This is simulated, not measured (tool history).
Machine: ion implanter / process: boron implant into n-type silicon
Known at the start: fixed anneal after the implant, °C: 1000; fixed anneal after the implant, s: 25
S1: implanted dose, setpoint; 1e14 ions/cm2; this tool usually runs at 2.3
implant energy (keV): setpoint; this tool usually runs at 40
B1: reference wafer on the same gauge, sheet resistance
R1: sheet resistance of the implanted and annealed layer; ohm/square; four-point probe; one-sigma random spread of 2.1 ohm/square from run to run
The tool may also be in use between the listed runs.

{"run": 1, "day": 0.0, "S1": 2.62, "implant energy (keV)": 40, "B1": 331.15, "R1": 355.01}
{"run": 2, "day": 6.792, "S1": 2.62, "implant energy (keV)": 40, "B1": 331.28, "R1": 359.37}
{"run": 3, "day": 9.483, "S1": 2.3, "implant energy (keV)": 40, "B1": 330.9, "R1": 393.7}
{"run": 4, "day": 13.146, "S1": 2.3, "implant energy (keV)": 40, "B1": 330.84, "R1": 393.6}
{"run": 5, "day": 16.712, "S1": 2.3, "implant energy (keV)": 40, "B1": 330.84, "R1": 392.69}
{"run": 6, "day": 19.658, "S1": 2.7, "implant energy (keV)": 46, "B1": 331.39, "R1": 343.85}
{"run": 7, "day": 24.083, "S1": 2.7, "implant energy (keV)": 46, "B1": 330.97, "R1": 342.25}
{"run": 8, "day": 27.683, "S1": 2.7, "implant energy (keV)": 46, "B1": 330.94, "R1": 345.18}
{"run": 9, "day": 30.867, "S1": 2.3, "implant energy (keV)": 40, "B1": 331.39, "R1": 396.2}
{"day": 31.908, "done": "extraction supply calibrated"}
{"run": 10, "day": 33.871, "S1": 2.3, "implant energy (keV)": 40, "B1": 331.51, "R1": 394.51}
{"run": 11, "day": 36.446, "S1": 2.51, "implant energy (keV)": 40, "B1": 330.68, "R1": 368.51}
{"day": 37.562, "done": "Faraday cup replaced and dose calibrated"}
{"run": 12, "day": 38.421, "S1": 2.3, "implant energy (keV)": 40, "B1": 330.99, "R1": 393.73}
{"run": 13, "day": 41.825, "S1": 2.3, "implant energy (keV)": 40, "B1": 330.67, "R1": 388.64}
{"run": 14, "day": 43.508, "S1": 2.62, "implant energy (keV)": 40, "B1": 331.26, "R1": 357.3}
{"run": 15, "day": 46.162, "S1": 1.83, "implant energy (keV)": 36, "B1": 331.27, "R1": 475.74}
{"day": 49.567, "done": "gauge calibrated"}
{"run": 16, "day": 55.458, "S1": 2.58, "implant energy (keV)": 50.5, "B1": 330.76, "R1": 347.3}
{"run": 17, "day": 56.979, "S1": 2.3, "implant energy (keV)": 53, "B1": 331.06, "R1": 379.04}
{"run": 18, "day": 58.492, "S1": 2.02, "implant energy (keV)": 48, "B1": 331.25, "R1": 419.99}
{"run": 19, "day": 61.567, "S1": 2.53, "implant energy (keV)": 40, "B1": 330.82, "R1": 365.28}

Forecast run 20:
{"run": 20, "day": 65.346, "S1": 2.3, "implant energy (keV)": 40, "B1": "?", "R1": "?"}

For run 20 the tool returned B1 330.95, R1 393.83 ohm/square.
Take away the tool's hidden state, keep the run-to-run variation as it was, and the same run would have given R1 393.83 ohm/square.
